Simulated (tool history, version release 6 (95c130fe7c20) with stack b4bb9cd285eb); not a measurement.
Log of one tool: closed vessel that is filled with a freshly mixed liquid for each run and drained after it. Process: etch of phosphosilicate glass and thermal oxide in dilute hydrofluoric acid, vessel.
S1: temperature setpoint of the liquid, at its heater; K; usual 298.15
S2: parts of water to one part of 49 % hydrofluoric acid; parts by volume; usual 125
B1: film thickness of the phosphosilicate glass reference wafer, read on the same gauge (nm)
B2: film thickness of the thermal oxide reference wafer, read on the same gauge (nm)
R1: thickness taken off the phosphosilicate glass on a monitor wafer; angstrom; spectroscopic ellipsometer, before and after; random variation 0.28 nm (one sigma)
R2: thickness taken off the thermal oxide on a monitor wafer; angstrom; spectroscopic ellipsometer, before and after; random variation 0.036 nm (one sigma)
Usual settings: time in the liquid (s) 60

{"run": 1, "hour": 0.0, "S1": 298.15, "S2": 125, "time in the liquid (s)": 60, "B1": 90.0, "B2": 79.969, "R1": 519.5, "R2": 23.42}
{"run": 2, "hour": 99.1, "S1": 299.65, "S2": 125, "time in the liquid (s)": 70, "B1": 89.99, "B2": 79.984, "R1": 631.1, "R2": 29.31}
{"run": 3, "hour": 161.6, "S1": 299.65, "S2": 125, "time in the liquid (s)": 70, "B1": 89.99, "B2": 79.986, "R1": 636.6, "R2": 29.19}
{"run": 4, "hour": 188.5, "S1": 299.65, "S2": 125, "time in the liquid (s)": 70, "B1": 90.02, "B2": 80.009, "R1": 639.4, "R2": 29.37}
{"run": 5, "hour": 227.6, "S1": 298.15, "S2": 85, "time in the liquid (s)": 85, "B1": 90.0, "B2": 80.017, "R1": 1136.2, "R2": 50.56}
{"run": 6, "hour": 288.0, "S1": 297.15, "S2": 125, "time in the liquid (s)": 60, "B1": 90.0, "B2": 80.002, "R1": 495.3, "R2": 22.37}
{"run": 7, "hour": 450.7, "S1": 297.15, "S2": 125, "time in the liquid (s)": 60, "B1": 89.99, "B2": 79.969, "R1": 492.0, "R2": 21.5}
{"run": 8, "hour": 499.8, "S1": 297.15, "S2": 125, "time in the liquid (s)": 60, "B1": 89.99, "B2": 80.038, "R1": 493.1, "R2": 22.35}
{"run": 9, "hour": 541.0, "S1": 298.15, "S2": 125, "time in the liquid (s)": 60, "B1": 90.01, "B2": 80.035, "R1": 511.0, "R2": 22.72}
{"run": 10, "hour": 580.6, "S1": 298.15, "S2": 125, "time in the liquid (s)": 60, "B1": 89.99, "B2": 80.036, "R1": 512.4, "R2": 23.2}
{"hour": 599.7, "done": "gauge calibrated"}
{"run": 11, "hour": 638.2, "S1": 298.15, "S2": 125, "time in the liquid (s)": 60, "B1": 90.01, "B2": 80.029, "R1": 509.8, "R2": 22.1}
{"hour": 651.4, "done": "thermometer replaced"}
{"run": 12, "hour": 665.6, "S1": 298.15, "S2": 125, "time in the liquid (s)": 85, "B1": 90.0, "B2": 79.999, "R1": 745.3, "R2": 33.16}
{"run": 13, "hour": 698.6, "S1": 298.15, "S2": 125, "time in the liquid (s)": 60, "B1": 90.01, "B2": 79.989, "R1": 529.4, "R2": 23.44}
{"run": 14, "hour": 755.6, "S1": 298.15, "S2": 125, "time in the liquid (s)": 60, "B1": 90.0, "B2": 80.008, "R1": 532.2, "R2": 23.89}
{"run": 15, "hour": 787.2, "S1": 298.15, "S2": 125, "time in the liquid (s)": 60, "B1": 89.99, "B2": 80.039, "R1": 526.6, "R2": 23.28}
{"hour": 796.3, "done": "hydrofluoric acid flow meter replaced"}
{"run": 16, "hour": 821.6, "S1": 299.65, "S2": 85, "time in the liquid (s)": 35, "B1": 90.01, "B2": 80.005, "R1": 503.6, "R2": 22.04}
{"run": 17, "hour": 871.4, "S1": 298.15, "S2": 150, "time in the liquid (s)": 60, "B1": 90.02, "B2": 79.98, "R1": 429.2, "R2": 19.13}
{"run": 18, "hour": 932.9, "S1": 302.65, "S2": 125, "time in the liquid (s)": 60, "B1": 90.01, "B2": 80.027, "R1": 626.0, "R2": 28.2}
{"run": 19, "hour": 966.5, "S1": 298.15, "S2": 95, "time in the liquid (s)": 50, "B1": 90.02, "B2": 80.045, "R1": 597.0, "R2": 26.55}
{"run": 20, "hour": 995.3, "S1": 300.15, "S2": 125, "time in the liquid (s)": 60, "B1": 90.0, "B2": 79.983, "R1": 565.3, "R2": 25.46}
{"run": 21, "hour": 1035.1, "S1": 296.15, "S2": 150, "time in the liquid (s)": 35, "B1": 90.0, "B2": 80.013, "R1": 230.2, "R2": 10.2}

Forecast each of these 4 alternatives for the next run:
{"run": "A", "hour": 1035.8, "S1": 298.15, "S2": 125, "time in the liquid (s)": 80, "B1": "?", "B2": "?", "R1": "?", "R2": "?"}
{"run": "B", "hour": 1035.8, "S1": 300.65, "S2": 85, "time in the liquid (s)": 60, "B1": "?", "B2": "?", "R1": "?", "R2": "?"}
{"run": "C", "hour": 1035.8, "S1": 301.15, "S2": 125, "time in the liquid (s)": 60, "B1": "?", "B2": "?", "R1": "?", "R2": "?"}
{"run": "D", "hour": 1035.8, "S1": 294.65, "S2": 85, "time in the liquid (s)": 45, "B1": "?", "B2": "?", "R1": "?", "R2": "?"}

run=A B1=89.99 B2=79.989 R1=704.1 R2=32.02
run=B B1=89.99 B2=79.989 R1=900.5 R2=40.95
run=C B1=89.99 B2=79.989 R1=592.0 R2=26.92
run=D B1=89.99 B2=79.989 R1=531.3 R2=24.16
Without the tool's hidden state the same runs would have given:
run=A R1=711.5 R2=32.36
run=B R1=910.0 R2=41.38
run=C R1=598.0 R2=27.20
run=D R1=537.2 R2=24.43
